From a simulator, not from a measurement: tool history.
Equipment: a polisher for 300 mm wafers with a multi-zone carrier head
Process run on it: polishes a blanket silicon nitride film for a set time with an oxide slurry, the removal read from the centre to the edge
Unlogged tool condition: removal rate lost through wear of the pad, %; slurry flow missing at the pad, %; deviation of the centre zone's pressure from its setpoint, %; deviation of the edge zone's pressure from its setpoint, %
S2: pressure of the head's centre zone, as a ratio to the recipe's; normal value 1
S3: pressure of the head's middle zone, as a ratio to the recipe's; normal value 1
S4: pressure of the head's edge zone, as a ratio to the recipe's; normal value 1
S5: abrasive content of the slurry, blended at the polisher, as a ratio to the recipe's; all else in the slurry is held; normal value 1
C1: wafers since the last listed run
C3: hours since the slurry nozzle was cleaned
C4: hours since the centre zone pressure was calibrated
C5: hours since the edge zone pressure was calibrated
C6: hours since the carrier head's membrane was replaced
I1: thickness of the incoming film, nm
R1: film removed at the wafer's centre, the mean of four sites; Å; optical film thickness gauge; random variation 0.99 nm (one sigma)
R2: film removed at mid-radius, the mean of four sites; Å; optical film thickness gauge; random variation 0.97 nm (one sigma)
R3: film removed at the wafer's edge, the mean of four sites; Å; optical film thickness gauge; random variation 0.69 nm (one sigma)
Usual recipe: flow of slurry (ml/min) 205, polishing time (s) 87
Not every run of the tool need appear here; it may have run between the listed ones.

{"run": 1, "day": 0.0, "flow of slurry (ml/min)": 205, "S2": 1, "S3": 1, "S4": 1, "S5": 1, "polishing time (s)": 87, "C1": 0, "wafers polished on this pad": 428, "C3": 719.6, "C4": 443.9, "C5": 769.4, "C6": 480.4, "I1": 485.3, "R1": 779, "R2": 710, "R3": 720}
{"day": 2.933, "done": "worn pad replaced by a new one"}
{"run": 2, "day": 3.325, "flow of slurry (ml/min)": 205, "S2": 1, "S3": 1, "S4": 1, "S5": 1, "polishing time (s)": 87, "C1": 880, "wafers polished on this pad": 109, "C3": 799.4, "C4": 523.7, "C5": 849.2, "C6": 560.2, "I1": 480, "R1": 786, "R2": 724, "R3": 722}
{"run": 3, "day": 4.688, "flow of slurry (ml/min)": 205, "S2": 1, "S3": 1, "S4": 1, "S5": 1, "polishing time (s)": 87, "C1": 380, "wafers polished on this pad": 489, "C3": 832.1, "C4": 556.4, "C5": 881.9, "C6": 592.9, "I1": 485.7, "R1": 788, "R2": 720, "R3": 722}
{"run": 4, "day": 5.521, "flow of slurry (ml/min)": 160, "S2": 1, "S3": 1, "S4": 1, "S5": 1, "polishing time (s)": 87, "C1": 232, "wafers polished on this pad": 722, "C3": 852.1, "C4": 576.4, "C5": 901.9, "C6": 612.9, "I1": 473.6, "R1": 778, "R2": 690, "R3": 705}
{"run": 5, "day": 6.362, "flow of slurry (ml/min)": 160, "S2": 1, "S3": 1, "S4": 1, "S5": 1, "polishing time (s)": 87, "C1": 234, "wafers polished on this pad": 957, "C3": 872.3, "C4": 596.6, "C5": 922.1, "C6": 633.1, "I1": 483.8, "R1": 774, "R2": 683, "R3": 699}
{"run": 6, "day": 7.142, "flow of slurry (ml/min)": 205, "S2": 1, "S3": 1, "S4": 1, "S5": 1, "polishing time (s)": 87, "C1": 217, "wafers polished on this pad": 1174, "C3": 891, "C4": 615.3, "C5": 940.8, "C6": 651.8, "I1": 487.5, "R1": 771, "R2": 697, "R3": 720}
{"day": 7.312, "done": "worn pad replaced by a new one"}
{"day": 7.338, "done": "edge zone pressure recalibrated"}
{"day": 7.383, "done": "slurry nozzle cleaned"}
{"run": 7, "day": 8.575, "flow of slurry (ml/min)": 205, "S2": 1, "S3": 1, "S4": 1, "S5": 1, "polishing time (s)": 87, "C1": 335, "wafers polished on this pad": 333, "C3": 28.6, "C4": 649.7, "C5": 29.7, "C6": 686.2, "I1": 479.9, "R1": 790, "R2": 721, "R3": 723}
{"run": 8, "day": 9.271, "flow of slurry (ml/min)": 205, "S2": 1, "S3": 1, "S4": 1, "S5": 1, "polishing time (s)": 87, "C1": 194, "wafers polished on this pad": 527, "C3": 45.3, "C4": 666.4, "C5": 46.4, "C6": 702.9, "I1": 473.6, "R1": 794, "R2": 718, "R3": 725}
{"run": 9, "day": 10.15, "flow of slurry (ml/min)": 205, "S2": 0.94, "S3": 1, "S4": 1.06, "S5": 1.3, "polishing time (s)": 87, "C1": 245, "wafers polished on this pad": 772, "C3": 66.4, "C4": 687.5, "C5": 67.5, "C6": 724, "I1": 485, "R1": 851, "R2": 817, "R3": 850}
{"run": 10, "day": 11.179, "flow of slurry (ml/min)": 205, "S2": 1.11, "S3": 1, "S4": 1, "S5": 1.25, "polishing time (s)": 75, "C1": 287, "wafers polished on this pad": 1059, "C3": 91.1, "C4": 712.2, "C5": 92.2, "C6": 748.7, "I1": 481.1, "R1": 849, "R2": 682, "R3": 694}
{"day": 11.492, "done": "worn pad replaced by a new one"}
{"run": 11, "day": 11.812, "flow of slurry (ml/min)": 205, "S2": 1, "S3": 1, "S4": 1, "S5": 1, "polishing time (s)": 87, "C1": 130, "wafers polished on this pad": 89, "C3": 106.3, "C4": 727.4, "C5": 107.4, "C6": 763.9, "I1": 481, "R1": 796, "R2": 712, "R3": 716}
{"day": 12.425, "done": "carrier head's membrane replaced by a new one"}
{"day": 12.588, "done": "centre zone pressure recalibrated"}
{"run": 12, "day": 13.138, "flow of slurry (ml/min)": 245, "S2": 1, "S3": 1, "S4": 1.11, "S5": 1.1, "polishing time (s)": 76, "C1": 288, "wafers polished on this pad": 377, "C3": 138.1, "C4": 13.2, "C5": 139.2, "C6": 17.1, "I1": 484.9, "R1": 659, "R2": 661, "R3": 691}
{"run": 13, "day": 13.833, "flow of slurry (ml/min)": 205, "S2": 1, "S3": 1, "S4": 1, "S5": 0.9, "polishing time (s)": 87, "C1": 194, "wafers polished on this pad": 571, "C3": 154.8, "C4": 29.9, "C5": 155.9, "C6": 33.8, "I1": 489.3, "R1": 667, "R2": 665, "R3": 694}
{"run": 14, "day": 14.383, "flow of slurry (ml/min)": 205, "S2": 1, "S3": 1, "S4": 1, "S5": 1, "polishing time (s)": 87, "C1": 153, "wafers polished on this pad": 725, "C3": 168, "C4": 43.1, "C5": 169.1, "C6": 47, "I1": 479.9, "R1": 713, "R2": 704, "R3": 722}
{"day": 15.625, "done": "worn pad replaced by a new one"}
{"run": 15, "day": 15.646, "flow of slurry (ml/min)": 235, "S2": 0.89, "S3": 1, "S4": 1, "S5": 1, "polishing time (s)": 76, "C1": 305, "wafers polished on this pad": 5, "C3": 198.3, "C4": 73.4, "C5": 199.4, "C6": 77.3, "I1": 488.9, "R1": 581, "R2": 624, "R3": 623}
{"run": 16, "day": 16.367, "flow of slurry (ml/min)": 205, "S2": 1.11, "S3": 1, "S4": 1.04, "S5": 1, "polishing time (s)": 95, "C1": 201, "wafers polished on this pad": 206, "C3": 215.6, "C4": 90.7, "C5": 216.7, "C6": 94.6, "I1": 482.6, "R1": 875, "R2": 764, "R3": 790}

Here are 5 independent what-if runs from the current tool condition. What would each one return?
{"run": "A", "day": 16.383, "flow of slurry (ml/min)": 205, "S2": 1, "S3": 1, "S4": 1, "S5": 1, "polishing time (s)": 87, "C1": 4, "wafers polished on this pad": 211, "C3": 216, "C4": 91.1, "C5": 217.1, "C6": 95, "I1": 478.1, "R1": "?", "R2": "?", "R3": "?"}
{"run": "B", "day": 16.383, "flow of slurry (ml/min)": 240, "S2": 1, "S3": 1, "S4": 1, "S5": 1, "polishing time (s)": 87, "C1": 4, "wafers polished on this pad": 211, "C3": 216, "C4": 91.1, "C5": 217.1, "C6": 95, "I1": 478.1, "R1": "?", "R2": "?", "R3": "?"}
{"run": "C", "day": 16.383, "flow of slurry (ml/min)": 205, "S2": 0.92, "S3": 1, "S4": 1, "S5": 0.85, "polishing time (s)": 87, "C1": 4, "wafers polished on this pad": 211, "C3": 216, "C4": 91.1, "C5": 217.1, "C6": 95, "I1": 478.1, "R1": "?", "R2": "?", "R3": "?"}
{"run": "D", "day": 16.383, "flow of slurry (ml/min)": 205, "S2": 1, "S3": 0.92, "S4": 1, "S5": 1.3, "polishing time (s)": 87, "C1": 4, "wafers polished on this pad": 211, "C3": 216, "C4": 91.1, "C5": 217.1, "C6": 95, "I1": 478.1, "R1": "?", "R2": "?", "R3": "?"}
{"run": "E", "day": 16.383, "flow of slurry (ml/min)": 205, "S2": 1, "S3": 1, "S4": 0.92, "S5": 1, "polishing time (s)": 87, "C1": 4, "wafers polished on this pad": 211, "C3": 216, "C4": 91.1, "C5": 217.1, "C6": 95, "I1": 478.1, "R1": "?", "R2": "?", "R3": "?"}

run=A R1=724 R2=706 R3=712
run=B R1=737 R2=718 R3=721
run=C R1=608 R2=645 R3=651
run=D R1=819 R2=750 R3=807
run=E R1=724 R2=706 R3=685
With the hidden condition removed and each run's random variation left untouched, the same runs would have given:
run=A R1=696 R2=706 R3=712
run=B R1=709 R2=718 R3=721
run=C R1=585 R2=645 R3=651
run=D R1=788 R2=751 R3=807
run=E R1=696 R2=706 R3=685
